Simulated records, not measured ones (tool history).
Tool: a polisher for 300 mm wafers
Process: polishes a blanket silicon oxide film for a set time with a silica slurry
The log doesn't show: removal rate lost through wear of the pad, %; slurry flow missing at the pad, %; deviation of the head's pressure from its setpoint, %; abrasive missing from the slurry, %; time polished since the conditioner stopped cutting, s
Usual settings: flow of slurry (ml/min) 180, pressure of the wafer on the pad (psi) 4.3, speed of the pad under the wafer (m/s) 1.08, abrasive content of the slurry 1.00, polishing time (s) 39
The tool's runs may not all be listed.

run	hour	flow of slurry (ml/min)	pressure of the wafer on the pad (psi)	speed of the pad under the wafer (m/s)	abrasive content of the slurry	polishing time (s)	wafers since the last listed run	wafers polished on this pad	hours since the slurry nozzle was cleaned	hours since the head pressure was calibrated	hours since the slurry blender was calibrated	hours since the conditioning disc was replaced	incoming thickness of the incoming film, nm	film removed (Å)
1	0.0	180	4.3	1.08	1.00	39	0	10980	554.6	370.8	197.0	7.3	1425.0	1142
2	82.0	180	4.3	1.08	1.00	39	1301	12281	636.6	452.8	279.0	89.3	1407.7	1124
# hour 101.1: worn pad replaced by a new one, of another model than before
3	278.0	180	4.3	1.08	1.00	46	3047	2806	832.6	648.8	475.0	285.3	1413.3	1303
# hour 302.7: slurry nozzle cleaned
4	361.1	240	5.7	1.08	1.00	28	1303	4109	58.4	731.9	558.1	368.4	1409.9	973
# hour 407.3: head pressure recalibrated
5	424.8	180	4.3	0.90	1.00	49	979	5089	122.1	17.5	621.8	432.1	1401.5	1268
6	514.6	180	4.3	0.98	1.00	26	1425	6514	211.9	107.3	711.6	521.9	1398.9	671
# hour 555.4: slurry blender recalibrated
7	584.2	180	4.3	0.74	1.00	52	1072	7587	281.5	176.9	28.8	591.5	1396.6	1197
8	640.8	180	4.3	1.08	1.00	39	898	8485	338.1	233.5	85.4	648.1	1409.8	1078
9	687.3	180	4.3	1.08	1.25	39	738	9223	384.6	280.0	131.9	694.6	1391.4	1184
10	762.8	180	3.0	1.08	0.90	39	1198	10421	460.1	355.5	207.4	770.1	1401.0	831
11	811.4	180	4.3	1.08	1.00	48	771	11193	508.7	404.1	256.0	818.7	1422.3	1291
# hour 857.2: conditioning disc replaced and pad reconditioned
# hour 885.2: worn pad replaced by a new one
12	889.7	180	5.7	1.38	1.15	53	1147	71	587.0	482.4	334.3	32.5	1430.4	2342
13	946.3	180	4.3	1.08	1.00	39	898	969	643.6	539.0	390.9	89.1	1427.4	1158
14	1041.8	120	3.2	1.08	0.85	39	1515	2485	739.1	634.5	486.4	184.6	1382.5	882
15	1136.7	115	4.3	1.08	1.25	31	1506	3991	834.0	729.4	581.3	279.5	1399.9	948
# hour 1145.2: slurry nozzle cleaned
16	1237.7	180	5.3	1.08	1.00	39	1587	5578	92.5	830.4	682.3	380.5	1416.7	1283
# hour 1316.6: head pressure recalibrated
17	1332.4	180	4.3	1.08	1.00	39	1471	7049	187.2	15.8	777.0	475.2	1401.5	1099
18	1373.9	180	4.3	1.08	1.00	34	658	7708	228.7	57.3	818.5	516.7	1414.9	958
19	1475.3	180	4.3	1.08	1.00	46	1609	9317	330.1	158.7	919.9	618.1	1395.2	1280
# hour 1482.5: slurry blender recalibrated
20	1580.0	180	4.3	1.08	0.70	31	1629	10947	434.8	263.4	97.5	722.8	1402.6	712
21	1631.2	180	4.3	0.86	1.25	39	812	11760	486.0	314.6	148.7	774.0	1416.8	1066
22	1694.2	130	4.3	1.08	0.70	39	999	12760	549.0	377.6	211.7	837.0	1416.7	869
# hour 1736.3: worn pad replaced by a new one
23	1760.8	130	4.3	1.24	1.00	39	993	389	615.6	444.2	278.3	903.6	1380.2	1105
# hour 1765.8: conditioning disc replaced and pad reconditioned
24	1846.3	180	5.1	1.08	0.85	39	1325	1714	701.1	529.7	363.8	80.5	1419.7	1185
25	1882.7	180	3.6	1.08	1.00	48	577	2292	737.5	566.1	400.2	116.9	1395.0	1290

Forecast each of these 4 alternatives for the next run:
A	1883.1	180	4.3	1.08	1.00	39	6	2298	737.9	566.5	400.6	117.3	1404.4	?
B	1883.1	180	4.8	1.08	1.00	39	6	2298	737.9	566.5	400.6	117.3	1404.4	?
C	1883.1	135	2.9	0.72	1.00	39	6	2298	737.9	566.5	400.6	117.3	1404.4	?
D	1883.1	180	5.5	1.08	1.00	33	6	2298	737.9	566.5	400.6	117.3	1404.4	?

run	film removed (Å)
A	1134
B	1213
C	720
D	1120
Without the tool's hidden state the same runs would have given:
run	film removed (Å)
A	1166
B	1250
C	734
D	1157

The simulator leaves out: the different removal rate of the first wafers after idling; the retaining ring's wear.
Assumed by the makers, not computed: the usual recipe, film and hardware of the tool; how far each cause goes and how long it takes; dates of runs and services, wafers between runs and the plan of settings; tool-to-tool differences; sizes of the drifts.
